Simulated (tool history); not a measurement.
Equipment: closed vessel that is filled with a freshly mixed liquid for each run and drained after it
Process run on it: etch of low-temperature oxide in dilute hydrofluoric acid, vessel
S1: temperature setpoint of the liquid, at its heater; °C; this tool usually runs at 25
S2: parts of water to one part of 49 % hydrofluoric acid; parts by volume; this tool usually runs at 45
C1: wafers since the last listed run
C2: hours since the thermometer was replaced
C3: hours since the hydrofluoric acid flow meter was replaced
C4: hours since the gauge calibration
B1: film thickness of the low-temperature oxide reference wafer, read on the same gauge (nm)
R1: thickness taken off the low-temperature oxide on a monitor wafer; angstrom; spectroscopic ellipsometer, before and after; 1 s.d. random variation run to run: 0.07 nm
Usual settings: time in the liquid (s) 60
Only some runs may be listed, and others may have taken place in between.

run 1 hour=0 | S1=25 S2=45 time_in_the_liquid_(s)=60 | C1=0 C2=1133.8 C3=732.1 C4=603 | B1=149.99 | R1=169.3
run 2 hour=34.8 | S1=25 S2=45 time_in_the_liquid_(s)=60 | C1=2590 C2=1168.6 C3=766.9 C4=637.8 | B1=149.98 | R1=169.2
run 3 hour=51.7 | S1=25 S2=45 time_in_the_liquid_(s)=60 | C1=1257 C2=1185.5 C3=783.8 C4=654.7 | B1=149.99 | R1=167.6
run 4 hour=75.2 | S1=25 S2=45 time_in_the_liquid_(s)=60 | C1=1749 C2=1209 C3=807.3 C4=678.2 | B1=150 | R1=167.8
run 5 hour=97.4 | S1=25 S2=45 time_in_the_liquid_(s)=60 | C1=1652 C2=1231.2 C3=829.5 C4=700.4 | B1=149.99 | R1=168.2
run 6 hour=203.4 | S1=25 S2=45 time_in_the_liquid_(s)=60 | C1=7889 C2=1337.2 C3=935.5 C4=806.4 | B1=149.99 | R1=169.3
run 7 hour=292.9 | S1=25 S2=45 time_in_the_liquid_(s)=60 | C1=6661 C2=1426.7 C3=1025 C4=895.9 | B1=149.99 | R1=168.2
run 8 hour=312 | S1=25 S2=45 time_in_the_liquid_(s)=80 | C1=1421 C2=1445.8 C3=1044.1 C4=915 | B1=149.99 | R1=224.3
run 9 hour=326.6 | S1=21.5 S2=45 time_in_the_liquid_(s)=60 | C1=1086 C2=1460.4 C3=1058.7 C4=929.6 | B1=149.99 | R1=146.2
run 10 hour=348.2 | S1=27 S2=55 time_in_the_liquid_(s)=35 | C1=1607 C2=1482 C3=1080.3 C4=951.2 | B1=149.99 | R1=86.5
run 11 hour=374.7 | S1=22 S2=55 time_in_the_liquid_(s)=90 | C1=1972 C2=1508.5 C3=1106.8 C4=977.7 | B1=150 | R1=180
-- hour=382.2 thermometer replaced
run 12 hour=402.1 | S1=25 S2=45 time_in_the_liquid_(s)=60 | C1=1964 C2=19.9 C3=1134.2 C4=1005.1 | B1=150.01 | R1=171.5
run 13 hour=418.9 | S1=25 S2=45 time_in_the_liquid_(s)=60 | C1=1250 C2=36.7 C3=1151 C4=1021.9 | B1=150 | R1=171.3
run 14 hour=448.8 | S1=25 S2=45 time_in_the_liquid_(s)=60 | C1=2225 C2=66.6 C3=1180.9 C4=1051.8 | B1=150.01 | R1=172.5
run 15 hour=470.5 | S1=22.5 S2=35 time_in_the_liquid_(s)=40 | C1=1615 C2=88.3 C3=1202.6 C4=1073.5 | B1=150 | R1=134.7
run 16 hour=490.2 | S1=25 S2=45 time_in_the_liquid_(s)=60 | C1=1466 C2=108 C3=1222.3 C4=1093.2 | B1=150 | R1=171.8
run 17 hour=514.5 | S1=30 S2=45 time_in_the_liquid_(s)=35 | C1=1808 C2=132.3 C3=1246.6 C4=1117.5 | B1=150 | R1=123.2
run 18 hour=540.8 | S1=25 S2=45 time_in_the_liquid_(s)=60 | C1=1957 C2=158.6 C3=1272.9 C4=1143.8 | B1=150 | R1=172.4
-- hour=563.5 hydrofluoric acid flow meter replaced
run 19 hour=569.5 | S1=25 S2=45 time_in_the_liquid_(s)=45 | C1=2061 C2=187.3 C3=6 C4=1172.5 | B1=150 | R1=128
run 20 hour=603.6 | S1=23.5 S2=40 time_in_the_liquid_(s)=60 | C1=2538 C2=221.4 C3=40.1 C4=1206.6 | B1=150 | R1=181.6

Run 21 has not been measured yet. What should we expect?
run 21 hour=624.4 | S1=25 S2=45 time_in_the_liquid_(s)=60 | C1=1548 C2=242.2 C3=60.9 C4=1227.4 | B1=? | R1=?

Logged for run 21: B1 150.01, R1 172.2 angstrom.
Take away the tool's hidden state, keep the run-to-run variation as it was, and the same run would have given R1 173 angstrom.
